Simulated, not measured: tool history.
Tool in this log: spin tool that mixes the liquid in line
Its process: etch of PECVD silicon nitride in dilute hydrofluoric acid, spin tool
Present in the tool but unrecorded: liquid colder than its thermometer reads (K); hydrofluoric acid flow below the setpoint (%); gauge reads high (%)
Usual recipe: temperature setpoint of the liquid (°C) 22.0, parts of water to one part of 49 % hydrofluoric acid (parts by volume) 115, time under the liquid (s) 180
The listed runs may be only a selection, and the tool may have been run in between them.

| run | hour | temperature setpoint of the liquid (°C) | parts of water to one part of 49 % hydrofluoric acid (parts by volume) | time under the liquid (s) | wafers since the last listed run | hours since the thermometer was replaced | hours since the hydrofluoric acid flow meter was replaced | hours since the gauge calibration | read-back film thickness of the PECVD silicon nitride reference wafer, read on the same gauge (nm) | thickness taken off the PECVD silicon nitride on a monitor wafer (nm) |
|---|---|---|---|---|---|---|---|---|---|---|
| 1 | 0.0 | 22.0 | 150 | 180 | 0 | 2226.0 | 1913.0 | 220.9 | 50.01 | 4.04 |
| 2 | 32.5 | 22.0 | 150 | 180 | 235 | 2258.5 | 1945.5 | 253.4 | 49.98 | 4.02 |
| 3 | 53.8 | 22.0 | 140 | 180 | 154 | 2279.8 | 1966.8 | 274.7 | 50.01 | 4.26 |
| 4 | 89.2 | 22.0 | 115 | 180 | 256 | 2315.2 | 2002.2 | 310.1 | 49.98 | 5.20 |
| 5 | 108.2 | 22.0 | 115 | 180 | 137 | 2334.2 | 2021.2 | 329.1 | 50.01 | 5.18 |
| 6 | 137.3 | 22.0 | 115 | 180 | 210 | 2363.3 | 2050.3 | 358.2 | 49.98 | 5.13 |
| 7 | 157.0 | 22.0 | 115 | 180 | 142 | 2383.0 | 2070.0 | 377.9 | 50.02 | 5.12 |
|  | 178.0 | hydrofluoric acid flow meter replaced |
| 8 | 184.8 | 22.0 | 115 | 180 | 194 | 2410.8 | 6.8 | 405.7 | 50.00 | 5.68 |
| 9 | 197.1 | 22.0 | 115 | 180 | 89 | 2423.1 | 19.1 | 418.0 | 49.99 | 5.66 |
| 10 | 226.4 | 20.0 | 115 | 180 | 212 | 2452.4 | 48.4 | 447.3 | 50.01 | 4.92 |
|  | 242.6 | gauge calibrated |
|  | 254.9 | thermometer replaced |
| 11 | 257.5 | 22.0 | 115 | 180 | 217 | 2.6 | 79.5 | 14.9 | 49.99 | 6.63 |
| 12 | 282.9 | 22.0 | 95 | 275 | 183 | 28.0 | 104.9 | 40.3 | 49.99 | 12.20 |
| 13 | 300.6 | 27.0 | 115 | 220 | 128 | 45.7 | 122.6 | 58.0 | 49.99 | 11.08 |
| 14 | 334.3 | 25.0 | 55 | 145 | 244 | 79.4 | 156.3 | 91.7 | 49.99 | 13.39 |
| 15 | 374.6 | 23.5 | 145 | 125 | 291 | 119.7 | 196.6 | 132.0 | 50.01 | 3.96 |
| 16 | 407.5 | 22.0 | 160 | 180 | 238 | 152.6 | 229.5 | 164.9 | 50.00 | 4.70 |
| 17 | 435.9 | 22.0 | 115 | 180 | 205 | 181.0 | 257.9 | 193.3 | 49.98 | 6.51 |
| 18 | 482.7 | 22.0 | 85 | 180 | 338 | 227.8 | 304.7 | 240.1 | 50.00 | 8.67 |

Predict each of these 4 candidate next runs independently; none follows another, all start after run 18:
| A | 483.2 | 22.0 | 115 | 180 | 3 | 228.3 | 305.2 | 240.6 | ? | ? |
| B | 483.2 | 18.5 | 75 | 235 | 3 | 228.3 | 305.2 | 240.6 | ? | ? |
| C | 483.2 | 24.0 | 70 | 275 | 3 | 228.3 | 305.2 | 240.6 | ? | ? |
| D | 483.2 | 18.5 | 115 | 270 | 3 | 228.3 | 305.2 | 240.6 | ? | ? |

| run | read-back film thickness of the PECVD silicon nitride reference wafer, read on the same gauge (nm) | thickness taken off the PECVD silicon nitride on a monitor wafer (nm) |
|---|---|---|
| A | 50.01 | 6.41 |
| B | 50.01 | 10.00 |
| C | 50.01 | 18.22 |
| D | 50.01 | 7.58 |
With the hidden condition removed and each run's random variation left untouched, the same runs would have given:
| run | thickness taken off the PECVD silicon nitride on a monitor wafer (nm) |
|---|---|
| A | 6.73 |
| B | 10.52 |
| C | 19.16 |
| D | 7.97 |

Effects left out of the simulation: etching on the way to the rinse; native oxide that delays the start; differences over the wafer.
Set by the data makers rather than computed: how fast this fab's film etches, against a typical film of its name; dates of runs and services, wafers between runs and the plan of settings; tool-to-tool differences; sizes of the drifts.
